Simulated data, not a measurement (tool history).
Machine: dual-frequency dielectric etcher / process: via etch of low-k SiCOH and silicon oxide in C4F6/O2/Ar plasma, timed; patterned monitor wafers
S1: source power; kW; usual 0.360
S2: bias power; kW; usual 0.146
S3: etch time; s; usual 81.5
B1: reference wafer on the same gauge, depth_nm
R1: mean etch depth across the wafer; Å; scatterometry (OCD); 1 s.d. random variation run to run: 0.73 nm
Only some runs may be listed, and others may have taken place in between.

Run 1, hour 0.0: usual settings but S1 0.420 kW; B1 167.1. Result: R1 2109 Å.
At hour 41.9: wet clean of the chamber.
Run 2, hour 42.4: usual settings but S1 0.420 kW; B1 166.9. Result: R1 2112 Å.
Run 3, hour 96.1: usual settings but S1 0.420 kW; B1 166.8. Result: R1 2124 Å.
Run 4, hour 195.0: usual settings; B1 167.0. Result: R1 2020 Å.
Run 5, hour 322.7: usual settings; B1 167.0. Result: R1 2004 Å.
Run 6, hour 386.6: usual settings; B1 167.0. Result: R1 2004 Å.
At hour 458.3: upper electrode replaced.
Run 7, hour 458.8: usual settings; B1 167.1. Result: R1 2011 Å.
At hour 473.5: source power generator calibrated.
At hour 483.9: bias power generator calibrated.
Run 8, hour 496.9: usual settings; B1 166.7. Result: R1 2001 Å.
Run 9, hour 534.2: usual settings; B1 166.9. Result: R1 2009 Å.
Run 10, hour 632.4: usual settings but S1 0.410 kW; B1 167.3. Result: R1 2103 Å.
At hour 677.2: wet clean of the chamber.
At hour 680.2: gauge calibrated.
Run 11, hour 738.5: usual settings but S1 0.440 kW, S2 0.110 kW, S3 74.5 s; B1 167.1. Result: R1 1846 Å.
Run 12, hour 778.1: usual settings; B1 167.1. Result: R1 2001 Å.
Run 13, hour 838.7: usual settings but S1 0.410 kW, S2 0.132 kW; B1 166.9. Result: R1 2039 Å.
Run 14, hour 890.1: usual settings; B1 167.2. Result: R1 1990 Å.
Run 15, hour 968.6: usual settings; B1 167.0. Result: R1 1993 Å.
Run 16, hour 1028.1: usual settings but S2 0.182 kW, S3 62.0 s; B1 167.2. Result: R1 1601 Å.
Run 17, hour 1085.7: usual settings but S3 60.0 s; B1 167.2. Result: R1 1476 Å.
Run 18, hour 1172.6: usual settings but S1 0.440 kW; B1 166.8. Result: R1 2146 Å.
At hour 1208.1: wet clean of the chamber.
Run 19, hour 1347.0: usual settings; B1 167.0. Result: R1 2009 Å.
Run 20, hour 1429.3: usual settings but S1 0.310 kW, S2 0.163 kW; B1 166.7. Result: R1 1962 Å.

Each row is a separate what-if for the run after 20, all from the same tool condition, not one after another. Results?
Run A, hour 1429.7: usual settings but S2 0.164 kW; B1 ?. Result: R1 ?.
Run B, hour 1429.7: usual settings but S2 0.177 kW; B1 ?. Result: R1 ?.
Run C, hour 1429.7: usual settings but S1 0.420 kW, S2 0.137 kW, S3 104.5 s; B1 ?. Result: R1 ?.
Run D, hour 1429.7: usual settings but S1 0.400 kW, S2 0.116 kW, S3 92.0 s; B1 ?. Result: R1 ?.
Run E, hour 1429.7: usual settings but S1 0.450 kW, S2 0.162 kW, S3 69.0 s; B1 ?. Result: R1 ?.

run     B1    R1
  A  167.2  2077
  B  167.2  2117
  C  167.2  2686
  D  167.2  2245
  E  167.2  1886
Take away the tool's hidden state, keep each run's random variation, and the runs would have read:
run    R1
  A  2077
  B  2117
  C  2686
  D  2245
  E  1886
